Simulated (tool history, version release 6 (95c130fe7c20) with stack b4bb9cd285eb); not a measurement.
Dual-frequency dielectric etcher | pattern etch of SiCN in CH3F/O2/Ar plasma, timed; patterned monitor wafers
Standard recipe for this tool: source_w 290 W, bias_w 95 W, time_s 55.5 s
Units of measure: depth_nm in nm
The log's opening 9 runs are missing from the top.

run,hour,source_w,bias_w,time_s,wafers since the last listed run,hours since the last wet clean,hours since the last source power generator calibration,hours since the last bias power generator calibration,hours since the last upper electrode change,hours since the gauge calibration,"read-back reference wafer on the same gauge, depth_nm",depth_nm
10,418.6,330,95,47.0,690,146.6,1488.7,2480.9,4316.3,1110.2,18.59,17.41
11,472.0,260,78,47.0,642,200.0,1542.1,2534.3,4369.7,1163.6,18.57,15.14
12,512.8,310,95,42.0,491,240.8,1582.9,2575.1,4410.5,1204.4,18.54,15.31
13,556.1,360,95,69.5,521,284.1,1626.2,2618.4,4453.8,1247.7,18.67,26.60
14,622.3,290,95,55.5,796,350.3,1692.4,2684.6,4520.0,1313.9,18.59,19.61
# hour 692.8: wet clean of the chamber
15,693.3,290,95,55.5,565,0.5,1763.4,2755.6,4591.0,1384.9,18.62,19.59
# hour 700.4: gauge calibrated
16,722.2,290,95,55.5,347,29.4,1792.3,2784.5,4619.9,21.8,18.59,19.47
17,790.6,290,95,55.5,823,97.8,1860.7,2852.9,4688.3,90.2,18.66,19.49
18,859.4,250,111,63.0,828,166.6,1929.5,2921.7,4757.1,159.0,18.62,21.85
# hour 868.7: bias power generator calibrated
19,908.4,330,95,63.0,541,215.6,1978.5,39.7,4806.1,208.0,18.60,23.46
# hour 924.8: source power generator calibrated
20,933.2,290,95,55.5,250,240.4,8.4,64.5,4830.9,232.8,18.63,19.68
21,962.7,290,113,69.0,355,269.9,37.9,94.0,4860.4,262.3,18.64,25.65
# hour 1017.9: upper electrode replaced
22,1020.3,230,95,46.0,404,327.5,95.5,151.6,2.4,319.9,18.59,15.11
23,1063.9,250,107,40.0,524,371.1,139.1,195.2,46.0,363.5,18.65,13.96
24,1134.0,290,95,40.5,843,441.2,209.2,265.3,116.1,433.6,18.64,14.50
25,1165.6,360,95,69.5,380,472.8,240.8,296.9,147.7,465.2,18.59,26.82
# hour 1237.6: wet clean of the chamber
26,1238.1,290,95,63.5,583,0.5,313.3,369.4,220.2,537.7,18.64,22.62
27,1288.7,230,113,55.5,609,51.1,363.9,420.0,270.8,588.3,18.54,19.05
28,1353.5,290,95,55.5,779,115.9,428.7,484.8,335.6,653.1,18.62,19.73
29,1394.6,340,95,61.0,494,157.0,469.8,525.9,376.7,694.2,18.65,23.14
30,1464.1,350,115,41.0,836,226.5,539.3,595.4,446.2,763.7,18.60,16.39

What if the next run were any one of these 4? Each begins from the tool's condition after run 30:
A,1464.5,290,95,64.5,4,226.9,539.7,595.8,446.6,764.1,?,?
B,1464.5,240,95,55.5,4,226.9,539.7,595.8,446.6,764.1,?,?
C,1464.5,290,95,60.0,4,226.9,539.7,595.8,446.6,764.1,?,?
D,1464.5,250,95,48.5,4,226.9,539.7,595.8,446.6,764.1,?,?

run,"read-back reference wafer on the same gauge, depth_nm",depth_nm
A,18.68,23.14
B,18.68,18.47
C,18.68,21.53
D,18.68,16.41
With no hidden state in the tool, these same runs would have given:
run,depth_nm
A,23.28
B,18.58
C,21.65
D,16.50

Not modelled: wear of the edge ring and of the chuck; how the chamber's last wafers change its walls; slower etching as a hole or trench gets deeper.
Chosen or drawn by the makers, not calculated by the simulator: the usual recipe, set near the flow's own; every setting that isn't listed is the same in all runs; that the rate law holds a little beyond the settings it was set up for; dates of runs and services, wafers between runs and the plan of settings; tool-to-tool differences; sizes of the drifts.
